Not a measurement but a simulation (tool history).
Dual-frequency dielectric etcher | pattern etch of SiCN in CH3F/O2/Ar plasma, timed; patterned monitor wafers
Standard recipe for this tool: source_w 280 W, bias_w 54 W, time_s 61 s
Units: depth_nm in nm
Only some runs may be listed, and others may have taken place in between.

run	hour	source_w	bias_w	time_s	read-back reference wafer on the same gauge, depth_nm	depth_nm
1	0	250	54	75	19.4	20.62
2	64	250	54	75	19.39	20.6
3	129	250	54	75	19.39	20.57
4	177.9	280	54	61	19.41	17.83
5	242.6	320	46	61	19.4	17.97
6	323.1	280	54	61	19.4	17.87
7	362.4	280	54	61	19.39	17.9
# hour 388: gauge calibrated
# hour 396.3: upper electrode replaced
8	411.1	280	54	61	19.4	17.88
9	478.4	280	54	61	19.4	17.86
# hour 509.2: bias power generator calibrated
# hour 511.1: wet clean of the chamber
10	526.6	280	54	61	19.4	17.62
11	561.6	260	54	61	19.4	16.89
12	629.2	230	54	50.5	19.4	13.01
# hour 662.1: source power generator calibrated
13	679.2	280	54	61	19.4	18.04
14	716.3	300	54	78	19.4	23.97
15	757.2	300	65	44	19.39	14.57
16	877.3	280	54	61	19.4	18.05
17	935	240	48	67.5	19.4	17.5
18	983.2	210	46	79	19.4	18.5
19	1026.6	330	61	61	19.41	20.64
# hour 1089.2: wet clean of the chamber
20	1089.7	280	54	61	19.4	18.01

Hidden state, per run?
etch rate over this chamber's usual, %: 0, the same for each run
gauge reads high (%): 0, the same for each run
H1: source power that arrives over what is set, %
H2: bias power that arrives over what is set, %
run	H1	H2
1	-4.72	4.79
2	-4.73	4.81
3	-4.74	4.82
4	-4.75	4.83
5	-4.76	4.84
6	-4.77	4.86
7	-4.78	4.87
8	-4.78	4.87
9	-4.79	4.89
10	-4.8	1.24
11	-4.8	1.36
12	-4.81	1.6
13	-0.0561	1.77
14	-0.18	1.89
15	-0.314	2.03
16	-0.687	2.39
17	-0.856	2.55
18	-0.992	2.68
19	-1.11	2.8
20	-1.28	2.96
